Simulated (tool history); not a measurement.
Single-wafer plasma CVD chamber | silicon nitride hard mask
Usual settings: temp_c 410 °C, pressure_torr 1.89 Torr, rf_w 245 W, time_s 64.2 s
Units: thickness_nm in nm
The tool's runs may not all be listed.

run	hour	temp_c	pressure_torr	rf_w	time_s	read-back reference wafer on the same gauge, thickness_nm	thickness_nm
1	0.0	410	1.89	275	64.2	68.639	76.345
2	31.3	410	1.89	245	64.2	68.441	69.638
3	142.7	410	1.89	245	64.2	68.505	69.008
# hour 147.4: gauge calibrated
4	200.6	410	1.89	245	64.2	71.782	73.118
5	242.0	410	1.89	245	72.1	71.599	81.909
6	353.2	405	1.89	245	57.5	71.455	65.193
7	401.0	410	2.28	245	64.2	71.065	74.120
8	446.4	423	2.07	280	72.0	71.080	89.915
9	517.3	424	2.36	210	55.7	70.817	56.414
10	580.5	410	2.17	245	64.2	70.670	73.227
# hour 620.5: thermocouple changed; heater temperature recalibrated
11	651.9	410	1.89	245	64.2	70.400	71.673
12	685.7	419	2.27	245	60.5	70.346	68.930
# hour 705.2: showerhead replaced
13	732.5	410	1.89	245	64.2	70.221	71.957
# hour 782.6: RF generator calibrated
14	783.1	410	1.89	215	72.4	70.184	72.236
15	803.2	424	1.89	245	57.2	70.021	63.013

The next listed run, before its measurement:
16	912.6	410	1.89	210	64.2	?	?

{"run 16": {"read-back reference wafer on the same gauge, thickness_nm": 69.81, "thickness_nm": 63.11}}
Without the tool's hidden state the same run would have given thickness_nm 64.813 nm.
